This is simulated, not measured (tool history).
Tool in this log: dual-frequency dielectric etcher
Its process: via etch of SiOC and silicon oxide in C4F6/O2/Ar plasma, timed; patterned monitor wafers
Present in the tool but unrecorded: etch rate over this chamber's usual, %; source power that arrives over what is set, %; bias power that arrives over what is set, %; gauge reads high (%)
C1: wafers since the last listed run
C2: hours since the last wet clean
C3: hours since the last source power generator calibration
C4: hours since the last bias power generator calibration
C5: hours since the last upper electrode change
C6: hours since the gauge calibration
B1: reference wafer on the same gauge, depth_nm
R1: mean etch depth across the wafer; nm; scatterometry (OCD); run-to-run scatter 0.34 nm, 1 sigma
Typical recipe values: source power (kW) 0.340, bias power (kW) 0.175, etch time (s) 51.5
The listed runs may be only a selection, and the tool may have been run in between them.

{"run": 1, "hour": 0.0, "source power (kW)": 0.34, "bias power (kW)": 0.175, "etch time (s)": 44.5, "C1": 0, "C2": 29.6, "C3": 3464.0, "C4": 1787.0, "C5": 3358.9, "C6": 762.9, "B1": 59.5, "R1": 45.4}
{"run": 2, "hour": 92.7, "source power (kW)": 0.34, "bias power (kW)": 0.175, "etch time (s)": 51.5, "C1": 677, "C2": 122.3, "C3": 3556.7, "C4": 1879.7, "C5": 3451.6, "C6": 855.6, "B1": 59.8, "R1": 54.0}
{"run": 3, "hour": 128.9, "source power (kW)": 0.34, "bias power (kW)": 0.175, "etch time (s)": 51.5, "C1": 264, "C2": 158.5, "C3": 3592.9, "C4": 1915.9, "C5": 3487.8, "C6": 891.8, "B1": 60.0, "R1": 53.9}
{"run": 4, "hour": 187.8, "source power (kW)": 0.34, "bias power (kW)": 0.175, "etch time (s)": 51.5, "C1": 430, "C2": 217.4, "C3": 3651.8, "C4": 1974.8, "C5": 3546.7, "C6": 950.7, "B1": 60.2, "R1": 53.2}
{"run": 5, "hour": 245.0, "source power (kW)": 0.34, "bias power (kW)": 0.175, "etch time (s)": 45.0, "C1": 417, "C2": 274.6, "C3": 3709.0, "C4": 2032.0, "C5": 3603.9, "C6": 1007.9, "B1": 60.3, "R1": 47.4}
{"hour": 316.5, "done": "gauge calibrated"}
{"run": 6, "hour": 345.6, "source power (kW)": 0.32, "bias power (kW)": 0.156, "etch time (s)": 51.5, "C1": 734, "C2": 375.2, "C3": 3809.6, "C4": 2132.6, "C5": 3704.5, "C6": 29.1, "B1": 58.6, "R1": 49.5}
{"hour": 372.0, "done": "wet clean of the chamber"}
{"run": 7, "hour": 448.5, "source power (kW)": 0.39, "bias power (kW)": 0.175, "etch time (s)": 51.5, "C1": 576, "C2": 76.5, "C3": 3912.5, "C4": 2235.5, "C5": 3807.4, "C6": 132.0, "B1": 58.5, "R1": 54.2}
{"run": 8, "hour": 502.2, "source power (kW)": 0.39, "bias power (kW)": 0.175, "etch time (s)": 51.5, "C1": 392, "C2": 130.2, "C3": 3966.2, "C4": 2289.2, "C5": 3861.1, "C6": 185.7, "B1": 58.4, "R1": 54.2}
{"run": 9, "hour": 556.1, "source power (kW)": 0.34, "bias power (kW)": 0.175, "etch time (s)": 51.5, "C1": 393, "C2": 184.1, "C3": 4020.1, "C4": 2343.1, "C5": 3915.0, "C6": 239.6, "B1": 58.6, "R1": 52.5}
{"run": 10, "hour": 614.1, "source power (kW)": 0.34, "bias power (kW)": 0.175, "etch time (s)": 51.5, "C1": 423, "C2": 242.1, "C3": 4078.1, "C4": 2401.1, "C5": 3973.0, "C6": 297.6, "B1": 58.6, "R1": 52.4}
{"run": 11, "hour": 699.7, "source power (kW)": 0.34, "bias power (kW)": 0.175, "etch time (s)": 51.5, "C1": 625, "C2": 327.7, "C3": 4163.7, "C4": 2486.7, "C5": 4058.6, "C6": 383.2, "B1": 58.8, "R1": 52.6}
{"hour": 718.8, "done": "source power generator calibrated"}
{"hour": 782.7, "done": "wet clean of the chamber"}
{"run": 12, "hour": 819.0, "source power (kW)": 0.34, "bias power (kW)": 0.145, "etch time (s)": 51.5, "C1": 667, "C2": 36.3, "C3": 100.2, "C4": 2606.0, "C5": 4177.9, "C6": 502.5, "B1": 59.0, "R1": 49.5}
{"hour": 895.6, "done": "upper electrode replaced"}
{"run": 13, "hour": 910.3, "source power (kW)": 0.34, "bias power (kW)": 0.175, "etch time (s)": 51.5, "C1": 491, "C2": 127.6, "C3": 191.5, "C4": 2697.3, "C5": 14.7, "C6": 593.8, "B1": 59.2, "R1": 53.0}
{"run": 14, "hour": 979.6, "source power (kW)": 0.32, "bias power (kW)": 0.203, "etch time (s)": 36.0, "C1": 506, "C2": 196.9, "C3": 260.8, "C4": 2766.6, "C5": 84.0, "C6": 663.1, "B1": 59.6, "R1": 38.6}
{"run": 15, "hour": 1035.9, "source power (kW)": 0.34, "bias power (kW)": 0.152, "etch time (s)": 39.5, "C1": 411, "C2": 253.2, "C3": 317.1, "C4": 2822.9, "C5": 140.3, "C6": 719.4, "B1": 59.4, "R1": 38.6}
{"run": 16, "hour": 1128.3, "source power (kW)": 0.37, "bias power (kW)": 0.217, "etch time (s)": 40.0, "C1": 675, "C2": 345.6, "C3": 409.5, "C4": 2915.3, "C5": 232.7, "C6": 811.8, "B1": 60.0, "R1": 45.8}
{"hour": 1144.5, "done": "bias power generator calibrated"}
{"run": 17, "hour": 1195.0, "source power (kW)": 0.39, "bias power (kW)": 0.203, "etch time (s)": 46.5, "C1": 458, "C2": 412.3, "C3": 476.2, "C4": 50.5, "C5": 299.4, "C6": 878.5, "B1": 60.0, "R1": 52.7}
{"hour": 1256.5, "done": "wet clean of the chamber"}
{"run": 18, "hour": 1284.7, "source power (kW)": 0.34, "bias power (kW)": 0.175, "etch time (s)": 51.5, "C1": 479, "C2": 28.2, "C3": 565.9, "C4": 140.2, "C5": 389.1, "C6": 968.2, "B1": 60.3, "R1": 53.7}
{"run": 19, "hour": 1326.6, "source power (kW)": 0.34, "bias power (kW)": 0.175, "etch time (s)": 51.5, "C1": 306, "C2": 70.1, "C3": 607.8, "C4": 182.1, "C5": 431.0, "C6": 1010.1, "B1": 60.6, "R1": 53.9}
{"run": 20, "hour": 1415.2, "source power (kW)": 0.27, "bias power (kW)": 0.175, "etch time (s)": 43.5, "C1": 647, "C2": 158.7, "C3": 696.4, "C4": 270.7, "C5": 519.6, "C6": 1098.7, "B1": 60.8, "R1": 43.7}
{"hour": 1455.5, "done": "gauge calibrated"}
{"run": 21, "hour": 1515.7, "source power (kW)": 0.34, "bias power (kW)": 0.175, "etch time (s)": 38.5, "C1": 734, "C2": 259.2, "C3": 796.9, "C4": 371.2, "C5": 620.1, "C6": 60.2, "B1": 58.9, "R1": 39.4}
{"run": 22, "hour": 1603.4, "source power (kW)": 0.34, "bias power (kW)": 0.15, "etch time (s)": 51.5, "C1": 640, "C2": 346.9, "C3": 884.6, "C4": 458.9, "C5": 707.8, "C6": 147.9, "B1": 58.8, "R1": 49.8}
{"run": 23, "hour": 1643.2, "source power (kW)": 0.37, "bias power (kW)": 0.211, "etch time (s)": 36.5, "C1": 290, "C2": 386.7, "C3": 924.4, "C4": 498.7, "C5": 747.6, "C6": 187.7, "B1": 58.9, "R1": 40.5}
{"hour": 1688.5, "done": "wet clean of the chamber"}
{"run": 24, "hour": 1743.7, "source power (kW)": 0.34, "bias power (kW)": 0.175, "etch time (s)": 51.5, "C1": 558, "C2": 55.2, "C3": 1024.9, "C4": 599.2, "C5": 848.1, "C6": 288.2, "B1": 59.0, "R1": 52.7}
{"run": 25, "hour": 1817.9, "source power (kW)": 0.41, "bias power (kW)": 0.19, "etch time (s)": 41.0, "C1": 542, "C2": 129.4, "C3": 1099.1, "C4": 673.4, "C5": 922.3, "C6": 362.4, "B1": 58.9, "R1": 45.4}
{"run": 26, "hour": 1860.5, "source power (kW)": 0.34, "bias power (kW)": 0.164, "etch time (s)": 45.0, "C1": 311, "C2": 172.0, "C3": 1141.7, "C4": 716.0, "C5": 964.9, "C6": 405.0, "B1": 59.2, "R1": 45.5}

Branching from run 26: 3 alternative next runs. What would each branch give?
{"run": "A", "hour": 1860.9, "source power (kW)": 0.34, "bias power (kW)": 0.175, "etch time (s)": 51.5, "C1": 2, "C2": 172.4, "C3": 1142.1, "C4": 716.4, "C5": 965.3, "C6": 405.4, "B1": "?", "R1": "?"}
{"run": "B", "hour": 1860.9, "source power (kW)": 0.34, "bias power (kW)": 0.175, "etch time (s)": 59.0, "C1": 2, "C2": 172.4, "C3": 1142.1, "C4": 716.4, "C5": 965.3, "C6": 405.4, "B1": "?", "R1": "?"}
{"run": "C", "hour": 1860.9, "source power (kW)": 0.28, "bias power (kW)": 0.175, "etch time (s)": 46.5, "C1": 2, "C2": 172.4, "C3": 1142.1, "C4": 716.4, "C5": 965.3, "C6": 405.4, "B1": "?", "R1": "?"}

run=A B1=58.9 R1=52.8
run=B B1=58.9 R1=60.5
run=C B1=58.9 R1=45.3
Without the tool's hidden state the same runs would have given:
run=A R1=52.1
run=B R1=59.7
run=C R1=44.7
